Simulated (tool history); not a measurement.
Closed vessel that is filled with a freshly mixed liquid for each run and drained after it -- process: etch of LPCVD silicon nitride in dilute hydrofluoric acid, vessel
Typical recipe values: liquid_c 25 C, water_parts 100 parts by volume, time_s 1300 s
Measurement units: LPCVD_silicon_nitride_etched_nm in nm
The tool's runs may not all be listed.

run	day	liquid_c	water_parts	time_s	read-back film thickness of the LPCVD silicon nitride reference wafer, read on the same gauge (nm)	LPCVD_silicon_nitride_etched_nm
1	0	25	100	1300	110.01	7.13
2	0.525	25	100	1300	110	7
3	1.271	25	100	1300	110.03	7.14
4	1.867	25	100	1300	110.05	7.07
5	4.088	25	100	1300	109.94	7.05
6	4.433	25	100	1300	109.95	7.2
7	5.021	25	100	1300	110	7.03
8	5.304	25	100	1300	109.98	7.01
9	5.888	25	80	1300	109.99	8.7
10	6.862	25	80	1300	109.99	8.77
11	7.242	25	100	1765	110.02	9.59
12	7.85	25	100	1765	110.02	9.53
13	8.45	25	100	1765	110.01	9.67
# day 8.679: gauge calibrated
# day 8.867: hydrofluoric acid flow meter replaced
14	9.033	29.5	140	800	109.95	4.17
15	9.612	23	80	735	110.03	4.33
16	10.033	22	150	975	110	2.9
17	10.388	25	100	1300	110.02	7.02

What will run 18 give?
18	10.679	23.5	135	1980	?	?

Run 18 measured read-back film thickness of the LPCVD silicon nitride reference wafer, read on the same gauge (nm) 110, LPCVD_silicon_nitride_etched_nm 7.33 nm.
With no hidden state in the tool, this same run would have given LPCVD_silicon_nitride_etched_nm 7.33 nm.

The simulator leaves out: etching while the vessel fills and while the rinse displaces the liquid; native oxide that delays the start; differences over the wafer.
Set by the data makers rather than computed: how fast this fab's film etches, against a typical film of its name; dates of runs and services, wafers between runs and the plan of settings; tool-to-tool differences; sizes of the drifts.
